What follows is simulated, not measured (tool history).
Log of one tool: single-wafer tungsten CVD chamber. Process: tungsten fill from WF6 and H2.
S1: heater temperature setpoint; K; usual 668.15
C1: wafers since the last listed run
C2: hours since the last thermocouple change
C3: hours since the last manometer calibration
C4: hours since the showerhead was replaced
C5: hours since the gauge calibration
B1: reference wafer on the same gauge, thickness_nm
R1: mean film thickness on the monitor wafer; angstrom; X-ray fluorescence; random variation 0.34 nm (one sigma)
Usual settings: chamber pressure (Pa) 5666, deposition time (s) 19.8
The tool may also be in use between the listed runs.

run 1 hour=0 | S1=675.15 chamber_pressure_(Pa)=5666 deposition_time_(s)=19.8 | C1=0 C2=339.5 C3=1891.4 C4=2514.7 C5=295.1 | B1=63.623 | R1=716.85
run 2 hour=101.1 | S1=675.15 chamber_pressure_(Pa)=5666 deposition_time_(s)=19.8 | C1=2017 C2=440.6 C3=1992.5 C4=2615.8 C5=396.2 | B1=63.642 | R1=716.8
run 3 hour=171.6 | S1=675.15 chamber_pressure_(Pa)=5666 deposition_time_(s)=19.8 | C1=1406 C2=511.1 C3=2063 C4=2686.3 C5=466.7 | B1=63.521 | R1=722.24
run 4 hour=242.6 | S1=668.15 chamber_pressure_(Pa)=5666 deposition_time_(s)=19.8 | C1=1416 C2=582.1 C3=2134 C4=2757.3 C5=537.7 | B1=63.608 | R1=618.11
run 5 hour=291.8 | S1=668.15 chamber_pressure_(Pa)=5666 deposition_time_(s)=19.8 | C1=981 C2=631.3 C3=2183.2 C4=2806.5 C5=586.9 | B1=63.639 | R1=623.74
run 6 hour=331.6 | S1=659.15 chamber_pressure_(Pa)=5666 deposition_time_(s)=19.8 | C1=794 C2=671.1 C3=2223 C4=2846.3 C5=626.7 | B1=63.564 | R1=506.61
run 7 hour=403.4 | S1=659.15 chamber_pressure_(Pa)=5666 deposition_time_(s)=19.8 | C1=1432 C2=742.9 C3=2294.8 C4=2918.1 C5=698.5 | B1=63.579 | R1=503.12
run 8 hour=440.9 | S1=659.15 chamber_pressure_(Pa)=5666 deposition_time_(s)=19.8 | C1=748 C2=780.4 C3=2332.3 C4=2955.6 C5=736 | B1=63.6 | R1=505.72
run 9 hour=607.7 | S1=668.15 chamber_pressure_(Pa)=5040 deposition_time_(s)=19.8 | C1=3328 C2=947.2 C3=2499.1 C4=3122.4 C5=902.8 | B1=63.553 | R1=563.6
run 10 hour=652.3 | S1=668.15 chamber_pressure_(Pa)=5040 deposition_time_(s)=19.8 | C1=889 C2=991.8 C3=2543.7 C4=3167 C5=947.4 | B1=63.532 | R1=557.75
run 11 hour=684.3 | S1=668.15 chamber_pressure_(Pa)=5040 deposition_time_(s)=19.8 | C1=638 C2=1023.8 C3=2575.7 C4=3199 C5=979.4 | B1=63.721 | R1=559.56
-- hour=726.7 showerhead replaced
run 12 hour=738.6 | S1=668.15 chamber_pressure_(Pa)=5666 deposition_time_(s)=19.8 | C1=923 C2=1078.1 C3=2630 C4=11.9 C5=1033.7 | B1=63.559 | R1=607.81
run 13 hour=807.2 | S1=668.15 chamber_pressure_(Pa)=5666 deposition_time_(s)=19.8 | C1=1368 C2=1146.7 C3=2698.6 C4=80.5 C5=1102.3 | B1=63.777 | R1=610.58
run 14 hour=862.4 | S1=668.15 chamber_pressure_(Pa)=5666 deposition_time_(s)=16.8 | C1=1101 C2=1201.9 C3=2753.8 C4=135.7 C5=1157.5 | B1=63.532 | R1=515.08
-- hour=887.2 thermocouple changed; heater temperature recalibrated
run 15 hour=928.1 | S1=668.15 chamber_pressure_(Pa)=5666 deposition_time_(s)=17 | C1=1151 C2=40.9 C3=2819.5 C4=201.4 C5=1223.2 | B1=63.638 | R1=522.41
run 16 hour=955.8 | S1=657.15 chamber_pressure_(Pa)=6386 deposition_time_(s)=17.2 | C1=552 C2=68.6 C3=2847.2 C4=229.1 C5=1250.9 | B1=63.703 | R1=448.82
run 17 hour=1128.2 | S1=668.15 chamber_pressure_(Pa)=5666 deposition_time_(s)=19.8 | C1=3440 C2=241 C3=3019.6 C4=401.5 C5=1423.3 | B1=63.571 | R1=604.58
-- hour=1159.9 capacitance manometer re-zeroed and calibrated
-- hour=1160 gauge calibrated
run 18 hour=1160.4 | S1=675.15 chamber_pressure_(Pa)=5226 deposition_time_(s)=16.9 | C1=482 C2=273.2 C3=0.5 C4=433.7 C5=0.4 | B1=63.516 | R1=634.59
run 19 hour=1290 | S1=660.15 chamber_pressure_(Pa)=6399 deposition_time_(s)=22.4 | C1=2586 C2=402.8 C3=130.1 C4=563.3 C5=130 | B1=63.585 | R1=701.41
run 20 hour=1341.2 | S1=668.15 chamber_pressure_(Pa)=5666 deposition_time_(s)=19.8 | C1=1021 C2=454 C3=181.3 C4=614.5 C5=181.2 | B1=63.635 | R1=676.86
run 21 hour=1412 | S1=655.15 chamber_pressure_(Pa)=5666 deposition_time_(s)=21.8 | C1=1412 C2=524.8 C3=252.1 C4=685.3 C5=252 | B1=63.534 | R1=562.9
run 22 hour=1469.3 | S1=655.15 chamber_pressure_(Pa)=5666 deposition_time_(s)=16.8 | C1=1143 C2=582.1 C3=309.4 C4=742.6 C5=309.3 | B1=63.489 | R1=432.91
run 23 hour=1504.4 | S1=674.15 chamber_pressure_(Pa)=6186 deposition_time_(s)=21.6 | C1=700 C2=617.2 C3=344.5 C4=777.7 C5=344.4 | B1=63.692 | R1=894.45
run 24 hour=1528.8 | S1=675.15 chamber_pressure_(Pa)=5666 deposition_time_(s)=19.8 | C1=486 C2=641.6 C3=368.9 C4=802.1 C5=368.8 | B1=63.585 | R1=776.25
-- hour=1565.9 capacitance manometer re-zeroed and calibrated, repeated, since the last time left the tool worse
run 25 hour=1571.8 | S1=678.15 chamber_pressure_(Pa)=5666 deposition_time_(s)=18.6 | C1=698 C2=684.6 C3=5.9 C4=845.1 C5=411.8 | B1=63.665 | R1=727.06
run 26 hour=1621.6 | S1=654.15 chamber_pressure_(Pa)=4533 deposition_time_(s)=21.9 | C1=993 C2=734.4 C3=55.7 C4=894.9 C5=461.6 | B1=63.496 | R1=436.51
run 27 hour=1693.5 | S1=654.15 chamber_pressure_(Pa)=4906 deposition_time_(s)=22.5 | C1=1434 C2=806.3 C3=127.6 C4=966.8 C5=533.5 | B1=63.661 | R1=473.13

5 ways to go on from here, each from the tool as it stands after run 27. What would each give?
run A hour=1693.9 | S1=668.15 chamber_pressure_(Pa)=5666 deposition_time_(s)=19.8 | C1=7 C2=806.7 C3=128 C4=967.2 C5=533.9 | B1=? | R1=?
run B hour=1693.9 | S1=672.15 chamber_pressure_(Pa)=4933 deposition_time_(s)=16.1 | C1=7 C2=806.7 C3=128 C4=967.2 C5=533.9 | B1=? | R1=?
run C hour=1693.9 | S1=683.15 chamber_pressure_(Pa)=5666 deposition_time_(s)=22.9 | C1=7 C2=806.7 C3=128 C4=967.2 C5=533.9 | B1=? | R1=?
run D hour=1693.9 | S1=673.15 chamber_pressure_(Pa)=5666 deposition_time_(s)=21.1 | C1=7 C2=806.7 C3=128 C4=967.2 C5=533.9 | B1=? | R1=?
run E hour=1693.9 | S1=668.15 chamber_pressure_(Pa)=5053 deposition_time_(s)=18.3 | C1=7 C2=806.7 C3=128 C4=967.2 C5=533.9 | B1=? | R1=?

run=A B1=63.555 R1=636.41
run=B B1=63.555 R1=506.09
run=C B1=63.555 R1=997.81
run=D B1=63.555 R1=754.14
run=E B1=63.555 R1=538.92
Without the tool's hidden state the same runs would have given:
run=A R1=632.9
run=B R1=503.25
run=C R1=992.31
run=D R1=749.98
run=E R1=535.89
